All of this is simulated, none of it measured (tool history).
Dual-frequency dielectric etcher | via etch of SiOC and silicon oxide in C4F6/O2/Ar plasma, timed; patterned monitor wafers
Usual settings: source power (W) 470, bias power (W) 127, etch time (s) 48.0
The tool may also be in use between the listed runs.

| run | hour | source power (W) | bias power (W) | etch time (s) | wafers since the last listed run | hours since the last wet clean | hours since the last source power generator calibration | hours since the last bias power generator calibration | hours since the last upper electrode change | hours since the gauge calibration | read-back reference wafer on the same gauge, depth_nm | mean etch depth across the wafer (Å) |
|---|---|---|---|---|---|---|---|---|---|---|---|---|
| 1 | 0.0 | 520 | 145 | 48.0 | 0 | 363.8 | 4018.5 | 3981.6 | 2797.1 | 215.8 | 55.9 | 539 |
|  | 4.9 | gauge calibrated |
| 2 | 6.5 | 520 | 145 | 48.0 | 55 | 370.3 | 4025.0 | 3988.1 | 2803.6 | 1.6 | 56.1 | 541 |
| 3 | 21.8 | 470 | 127 | 48.0 | 131 | 385.6 | 4040.3 | 4003.4 | 2818.9 | 16.9 | 56.0 | 502 |
| 4 | 73.1 | 470 | 127 | 48.0 | 441 | 436.9 | 4091.6 | 4054.7 | 2870.2 | 68.2 | 56.0 | 501 |
| 5 | 93.9 | 470 | 127 | 48.0 | 179 | 457.7 | 4112.4 | 4075.5 | 2891.0 | 89.0 | 55.9 | 504 |
| 6 | 104.1 | 470 | 127 | 59.5 | 87 | 467.9 | 4122.6 | 4085.7 | 2901.2 | 99.2 | 56.0 | 620 |
| 7 | 113.1 | 470 | 127 | 59.5 | 77 | 476.9 | 4131.6 | 4094.7 | 2910.2 | 108.2 | 56.0 | 617 |
| 8 | 120.5 | 470 | 127 | 59.5 | 63 | 484.3 | 4139.0 | 4102.1 | 2917.6 | 115.6 | 55.9 | 620 |
| 9 | 136.2 | 470 | 127 | 48.0 | 135 | 500.0 | 4154.7 | 4117.8 | 2933.3 | 131.3 | 55.9 | 508 |
| 10 | 143.5 | 470 | 127 | 48.0 | 62 | 507.3 | 4162.0 | 4125.1 | 2940.6 | 138.6 | 55.9 | 499 |
| 11 | 155.3 | 470 | 127 | 48.0 | 101 | 519.1 | 4173.8 | 4136.9 | 2952.4 | 150.4 | 56.1 | 505 |
| 12 | 161.4 | 470 | 138 | 48.0 | 52 | 525.2 | 4179.9 | 4143.0 | 2958.5 | 156.5 | 55.9 | 514 |
| 13 | 168.8 | 400 | 127 | 48.0 | 63 | 532.6 | 4187.3 | 4150.4 | 2965.9 | 163.9 | 56.0 | 469 |
|  | 197.5 | wet clean of the chamber |
|  | 201.6 | gauge calibrated |
|  | 203.4 | upper electrode replaced |
|  | 206.6 | source power generator calibrated |
| 14 | 207.1 | 470 | 127 | 48.0 | 45 | 9.6 | 0.5 | 4188.7 | 3.7 | 5.5 | 55.9 | 505 |
| 15 | 207.4 | 580 | 151 | 48.0 | 2 | 9.9 | 0.8 | 4189.0 | 4.0 | 5.8 | 55.8 | 563 |
| 16 | 207.7 | 470 | 139 | 48.0 | 2 | 10.2 | 1.1 | 4189.3 | 4.3 | 6.1 | 55.9 | 508 |
| 17 | 215.6 | 420 | 101 | 60.5 | 68 | 18.1 | 9.0 | 4197.2 | 12.2 | 14.0 | 55.8 | 580 |
| 18 | 222.3 | 470 | 127 | 48.0 | 57 | 24.8 | 15.7 | 4203.9 | 18.9 | 20.7 | 55.9 | 505 |
|  | 234.0 | bias power generator calibrated |
| 19 | 234.5 | 540 | 103 | 36.0 | 70 | 37.0 | 27.9 | 0.5 | 31.1 | 32.9 | 55.9 | 382 |
| 20 | 241.1 | 470 | 127 | 48.0 | 56 | 43.6 | 34.5 | 7.1 | 37.7 | 39.5 | 55.8 | 499 |
| 21 | 251.8 | 410 | 138 | 41.0 | 92 | 54.3 | 45.2 | 17.8 | 48.4 | 50.2 | 56.0 | 415 |
| 22 | 268.3 | 470 | 127 | 48.0 | 142 | 70.8 | 61.7 | 34.3 | 64.9 | 66.7 | 55.9 | 503 |
| 23 | 279.2 | 470 | 97 | 37.0 | 93 | 81.7 | 72.6 | 45.2 | 75.8 | 77.6 | 56.0 | 369 |
| 24 | 286.6 | 500 | 116 | 40.5 | 63 | 89.1 | 80.0 | 52.6 | 83.2 | 85.0 | 55.9 | 432 |
| 25 | 294.8 | 520 | 127 | 48.0 | 70 | 97.3 | 88.2 | 60.8 | 91.4 | 93.2 | 55.9 | 524 |
| 26 | 308.3 | 540 | 148 | 42.5 | 116 | 110.8 | 101.7 | 74.3 | 104.9 | 106.7 | 55.9 | 482 |
| 27 | 325.4 | 560 | 112 | 52.5 | 147 | 127.9 | 118.8 | 91.4 | 122.0 | 123.8 | 55.9 | 574 |

Hidden state at the last listed run before each entry between runs and at the first one after, where it differs:
Between runs 1 and 2: gauge calibrated (hour 4.9)
  no hidden state differs between the two runs
Between runs 13 and 14: wet clean of the chamber (hour 197.5); gauge calibrated (hour 201.6); upper electrode replaced (hour 203.4); source power generator calibrated (hour 206.6)
  no hidden state differs between the two runs
Between runs 18 and 19: bias power generator calibrated (hour 234.0)
  no hidden state differs between the two runs
